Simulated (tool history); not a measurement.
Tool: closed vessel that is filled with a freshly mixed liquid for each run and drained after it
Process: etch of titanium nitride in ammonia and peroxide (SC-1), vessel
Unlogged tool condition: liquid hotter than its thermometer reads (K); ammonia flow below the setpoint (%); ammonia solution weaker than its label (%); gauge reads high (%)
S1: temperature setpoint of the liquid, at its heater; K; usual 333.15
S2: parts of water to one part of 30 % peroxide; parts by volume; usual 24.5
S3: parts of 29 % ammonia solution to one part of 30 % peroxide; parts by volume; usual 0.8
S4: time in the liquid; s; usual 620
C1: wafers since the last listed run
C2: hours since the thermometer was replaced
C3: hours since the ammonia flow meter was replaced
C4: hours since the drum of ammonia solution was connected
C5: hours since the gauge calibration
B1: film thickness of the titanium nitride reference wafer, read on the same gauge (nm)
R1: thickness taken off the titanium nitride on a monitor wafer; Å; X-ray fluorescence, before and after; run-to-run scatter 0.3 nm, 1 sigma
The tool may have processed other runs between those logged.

run	day	S1	S2	S3	S4	C1	C2	C3	C4	C5	B1	R1
1	0	333.15	24.5	0.95	620	0	1444.7	696.7	5.8	239.9	79.99	400.1
2	0.596	333.15	24.5	0.95	620	906	1459	711	20.1	254.2	80.01	400.9
3	1.85	333.15	24.5	0.8	620	1907	1489.1	741.1	50.2	284.3	80.02	390.6
# day 2.142: ammonia flow meter replaced
4	2.567	333.15	24.5	0.8	620	1026	1506.3	10.2	67.4	301.5	80	397.6
5	2.983	329.15	17.5	1.1	875	633	1516.3	20.2	77.4	311.5	79.99	539.5
6	3.538	333.15	24.5	0.8	620	842	1529.6	33.5	90.7	324.8	80.02	390.5
7	3.854	333.15	24.5	0.8	620	481	1537.2	41.1	98.3	332.4	79.99	387.1
# day 5.121: gauge calibrated
8	5.704	333.15	24.5	0.8	620	2813	1581.6	85.5	142.7	14	80.01	389
9	6.367	341.15	24.5	0.8	865	1007	1597.5	101.4	158.6	29.9	79.99	907.3
10	7.088	333.15	24.5	0.8	620	1096	1614.8	118.7	175.9	47.2	80	391.7
# day 7.654: new drum of ammonia solution connected
11	7.758	333.15	24.5	0.45	620	956	1630.9	134.8	2.5	63.3	80	352.8
12	8.438	341.65	13	0.8	770	1032	1647.2	151.1	18.8	79.6	80.02	1187.3
13	8.946	333.15	24.5	1.05	620	773	1659.4	163.3	31	91.8	80.01	417.8
# day 8.992: thermometer replaced
14	9.554	326.65	18.5	1.1	870	861	13.5	177.9	45.6	106.4	80	377.8
15	10.038	333.15	24.5	0.8	620	735	25.1	189.5	57.2	118	79.99	332.8
16	10.45	323.15	24.5	0.8	620	627	35	199.4	67.1	127.9	79.99	174.2
17	10.954	333.15	31	0.8	435	766	47.1	211.5	79.2	140	79.99	208.9
18	11.492	328.65	24.5	0.8	620	817	60	224.4	92.1	152.9	79.99	249.5
19	13.196	333.15	24.5	0.8	515	2591	100.9	265.3	133	193.8	79.99	276.7
20	13.542	328.65	24.5	1.2	620	525	109.2	273.6	141.3	202.1	80.02	271.6
21	14.092	340.15	24.5	0.6	975	836	122.4	286.8	154.5	215.3	80	794.3
22	14.767	325.15	24.5	1	620	1026	138.6	303	170.7	231.5	80.01	208.2
23	15.358	333.15	24.5	0.8	620	899	152.8	317.2	184.9	245.7	80.01	336.1
# day 15.667: new drum of ammonia solution connected
24	16.308	333.15	24.5	0.8	785	1381	175.6	340	15.4	268.5	80	426.6
25	16.579	333.15	24.5	0.65	715	411	182.1	346.5	21.9	275	80.01	385.8
26	17.2	342.15	24.5	0.95	800	944	197	361.4	36.8	289.9	80.02	806
27	17.529	333.15	28.5	0.45	955	500	204.9	369.3	44.7	297.8	79.99	429.1
28	18.596	324.65	35.5	0.8	620	1622	230.5	394.9	70.3	323.4	79.99	158.5

Branching from run 28: 4 alternative next runs. What would each branch give?
A	18.629	333.15	24.5	0.8	620	50	231.3	395.7	71.1	324.2	?	?
B	18.629	336.65	24.5	0.45	295	50	231.3	395.7	71.1	324.2	?	?
C	18.629	333.15	21	0.8	620	50	231.3	395.7	71.1	324.2	?	?
D	18.629	324.15	34.5	0.8	750	50	231.3	395.7	71.1	324.2	?	?

run	B1	R1
A	80	339.7
B	80	182.1
C	80	370.1
D	80	185
Take away the tool's hidden state, keep each run's random variation, and the runs would have read:
run	R1
A	330.3
B	177.2
C	359.8
D	179.6

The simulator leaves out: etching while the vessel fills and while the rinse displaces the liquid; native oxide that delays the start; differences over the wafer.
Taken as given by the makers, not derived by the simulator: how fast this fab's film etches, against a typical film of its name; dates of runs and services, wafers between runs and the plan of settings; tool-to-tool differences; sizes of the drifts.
